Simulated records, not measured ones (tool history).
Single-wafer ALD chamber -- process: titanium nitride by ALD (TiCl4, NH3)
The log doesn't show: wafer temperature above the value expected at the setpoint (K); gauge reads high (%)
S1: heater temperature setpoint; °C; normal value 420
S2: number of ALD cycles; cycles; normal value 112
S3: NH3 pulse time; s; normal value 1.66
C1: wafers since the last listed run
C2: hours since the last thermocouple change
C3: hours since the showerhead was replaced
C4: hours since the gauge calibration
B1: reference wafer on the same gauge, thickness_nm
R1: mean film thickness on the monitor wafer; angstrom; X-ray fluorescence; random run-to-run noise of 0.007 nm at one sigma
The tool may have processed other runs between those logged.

run    hour   S1   S2    S3   C1      C2      C3     C4     B1     R1
  1       0  420  101  1.66    0  1187.8  6655.8  242.4  2.499  25.23
  2    32.9  420  101  1.66   52  1220.7  6688.7  275.3  2.503  25.11
  3    63.8  420  112  1.28   49  1251.6  6719.6  306.2  2.499  27.77
  4    91.2  409  112  1.66   43    1279    6747  333.6  2.497  27.71
  5   115.8  409  112  1.66   39  1303.6  6771.6  358.2  2.498  27.74
  6   150.1  409  112  1.66   54  1337.9  6805.9  392.5  2.499  27.81
  7   178.5  420  112  1.15   45  1366.3  6834.3  420.9  2.497  27.64
  8   200.9  420  112  1.66   35  1388.7  6856.7  443.3    2.5  27.87
  9   214.7  420  112  1.66   22  1402.5  6870.5  457.1    2.5  27.93
 10   233.7  413  102  1.66   30  1421.5  6889.5  476.1    2.5  25.39
 11   245.9  413  102  1.66   19  1433.7  6901.7  488.3  2.499  25.41
 12   273.7  412  112  2.18   44  1461.5  6929.5  516.1  2.497  27.94
 13   286.1  420  112  1.66   19  1473.9  6941.9  528.5  2.499  27.95
 14   321.4  420  112  1.66   56  1509.2  6977.2  563.8    2.5   27.9
 15   356.1  410  112  1.66   55  1543.9  7011.9  598.5  2.498  27.69
 16   370.8  410  112  1.66   23  1558.6  7026.6  613.2  2.499  27.76
 17   391.3  411  112  1.66   32  1579.1  7047.1  633.7  2.498  27.64
        409  -- gauge calibrated
 18   424.7  420  112  1.66   53  1612.5  7080.5   15.7    2.5   28.1
      498.8  -- showerhead replaced
 19   528.8  420  112  1.66  153  1716.6      30  119.8  2.499  27.95
 20   541.4  420  112  1.66   20  1729.2    42.6  132.4  2.497  27.98
 21   555.5  406  131  1.66   22  1743.3    56.7  146.5  2.502  32.36
 22   591.2  412  123  1.35   56    1779    92.4  182.2  2.499  30.32
 23   610.2  420  112  1.66   30    1798   111.4  201.2  2.502  27.91
 24   635.2  408  112     2   39    1823   136.4  226.2  2.502  27.93
 25     649  408  123  2.12   22  1836.8   150.2    240    2.5   30.7
 26   673.2  420  112  1.66   38    1861   174.4  264.2  2.501  27.95
 27   700.7  431  128  1.66   43  1888.5   201.9  291.7  2.503  32.02
 28   727.4  414  131  1.29   42  1915.2   228.6  318.4    2.5  32.27
 29   740.6  420  112  1.66   21  1928.4   241.8  331.6  2.502  27.92
 30   766.7  420  112  1.06   41  1954.5   267.9  357.7    2.5  27.59
 31   790.7  430  102  1.66   38  1978.5   291.9  381.7  2.503  25.48
      803.1  -- thermocouple changed; heater temperature recalibrated
 32     823  435   99  2.21   38    19.9   324.2    414  2.505  25.02
 33   854.4  415   99  1.26   50    51.3   355.6  445.4    2.5  24.49
 34   883.8  432   96  2.26   46    80.7     385  474.8  2.499  24.16
 35   906.9  415   92  1.07   36   103.8   408.1  497.9  2.498  22.46
 36   933.9  420   92  1.33   43   130.8   435.1  524.9  2.499  22.83
 37   952.6  415   92  1.07   29   149.5   453.8  543.6  2.501  22.55
 38     987  414  100  1.66   54   183.9   488.2    578  2.499  24.81
     1006.6  -- gauge calibrated
 39  1017.5  414   95  1.66   48   214.4   518.7   10.9    2.5   23.7
 40  1042.7  420  133  2.14   40   239.6   543.9   36.1    2.5  33.28

Below are 3 alternative next runs, each starting from the tool's condition after run 40. Predict each:
  A  1043.3  420  112  1.66   0  240.2  544.5  36.7   ?   ?
  B  1043.3  420   91  1.66   0  240.2  544.5  36.7   ?   ?
  C  1043.3  420  112  1.17   0  240.2  544.5  36.7   ?   ?

run     B1     R1
  A  2.499  27.96
  B  2.499  22.72
  C  2.499  27.65
Take away the tool's hidden state, keep each run's random variation, and the runs would have read:
run     R1
  A  27.96
  B  22.72
  C  27.65
